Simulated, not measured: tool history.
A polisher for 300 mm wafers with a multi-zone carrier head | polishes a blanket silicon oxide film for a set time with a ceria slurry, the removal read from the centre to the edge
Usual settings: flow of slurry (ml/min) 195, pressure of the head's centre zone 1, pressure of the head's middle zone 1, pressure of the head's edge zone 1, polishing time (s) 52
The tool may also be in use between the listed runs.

run     day  flow of slurry (ml/min)  pressure of the head's centre zone  pressure of the head's middle zone  pressure of the head's edge zone  polishing time (s)  wafers since the last listed run  wafers polished on this pad  hours since the slurry nozzle was cleaned  hours since the centre zone pressure was calibrated  hours since the edge zone pressure was calibrated  hours since the carrier head's membrane was replaced  incoming thickness of the incoming film, nm  film removed at the wafer's centre (Å)  film removed at mid-radius (Å)  film removed at the wafer's edge (Å)
  1       0                      195                                   1                                   1                                 1                  52                                 0                          640                                       94.1                                                229.5                                              355.9                                                 512.3                                         1873                                    2789                            2880                                  2949
  2   1.454                      145                                   1                                   1                                 1                  52                               410                         1051                                        129                                                264.4                                              390.8                                                 547.2                                       1841.4                                    2598                            2782                                  2815
      3.838  -- carrier head's membrane replaced by a new one
  3   3.858                      150                                   1                                1.04                                 1                  52                               619                         1670                                      186.7                                                322.1                                              448.5                                                   0.5                                       1847.1                                    2643                            2851                                  2840
  4   5.892                      240                                   1                                   1                                 1                  52                               573                         2244                                      235.5                                                370.9                                              497.3                                                  49.3                                         1875                                    2814                            2975                                  3004
  5   8.088                      195                                   1                                   1                                 1                  52                               619                         2864                                      288.2                                                423.6                                                550                                                   102                                       1849.7                                    2722                            2894                                  3020
     10.521  -- centre zone pressure recalibrated
  6  10.954                      195                                   1                                1.06                                 1                  52                               785                         3649                                        357                                                 10.4                                              618.8                                                 170.8                                       1869.2                                    2927                            3038                                  3003
  7  12.229                      170                                   1                                   1                                 1                  52                               359                         4009                                      387.6                                                   41                                              649.4                                                 201.4                                       1859.9                                    2727                            2873                                  2843
     12.512  -- edge zone pressure recalibrated
  8  15.167                      195                                   1                                   1                                 1                  67                               805                         4814                                      458.1                                                111.5                                               63.7                                                 271.9                                       1873.5                                    3590                            3808                                  3745
  9  16.338                      195                                 0.9                                   1                              0.96                  52                               330                         5144                                      486.2                                                139.6                                               91.8                                                   300                                       1862.7                                    2492                            2951                                  2898
     17.483  -- slurry nozzle cleaned
 10  17.504                      135                                0.93                                   1                              1.09                  52                               317                         5462                                        0.5                                                167.6                                              119.8                                                   328                                       1863.2                                    2382                            2729                                  2854
     18.038  -- worn pad replaced by a new one
 11  19.208                      195                                   1                                   1                              1.03                  52                               433                          330                                       41.4                                                208.5                                              160.7                                                 368.9                                       1858.6                                    2734                            2976                                  2974
 12  20.321                      195                                   1                                   1                                 1                  63                               313                          644                                       68.1                                                235.2                                              187.4                                                 395.6                                       1868.7                                    3258                            3526                                  3533
 13  22.275                      195                                1.06                                   1                                 1                  52                               551                         1195                                        115                                                282.1                                              234.3                                                 442.5                                       1848.6                                    2878                            2910                                  2948
 14  24.196                      225                                0.89                                   1                                 1                  52                               541                         1737                                      161.1                                                328.2                                              280.4                                                 488.6                                       1854.6                                    2485                            2931                                  2948
 15  25.962                      195                                0.92                                1.12                                 1                  52                               498                         2236                                      203.5                                                370.6                                              322.8                                                   531                                       1869.4                                    2480                            3138                                  2943
     26.138  -- centre zone pressure recalibrated
 16  28.696                      195                                0.97                                   1                              1.05                  52                               747                         2983                                      269.1                                                 61.4                                              388.4                                                 596.6                                       1865.1                                    2786                            2936                                  2914
 17  30.179                      195                                   1                                   1                                 1                  52                               418                         3402                                      304.7                                                   97                                                424                                                 632.2                                       1865.3                                    2773                            2924                                  2911

Run 18 comes next. What will it give?
     32.892  -- carrier head's membrane replaced by a new one
 18  32.912                      195                                   1                                   1                                 1                  63                               712                         4114                                      370.3                                                162.6                                              489.6                                                   0.5                                       1845.3                                       ?                               ?                                     ?

film removed at the wafer's centre (Å): 3314
film removed at mid-radius (Å): 3550
film removed at the wafer's edge (Å): 3520
Without the tool's hidden state the same run would have given film removed at the wafer's centre (Å) 3501, film removed at mid-radius (Å) 3549, film removed at the wafer's edge (Å) 3520.
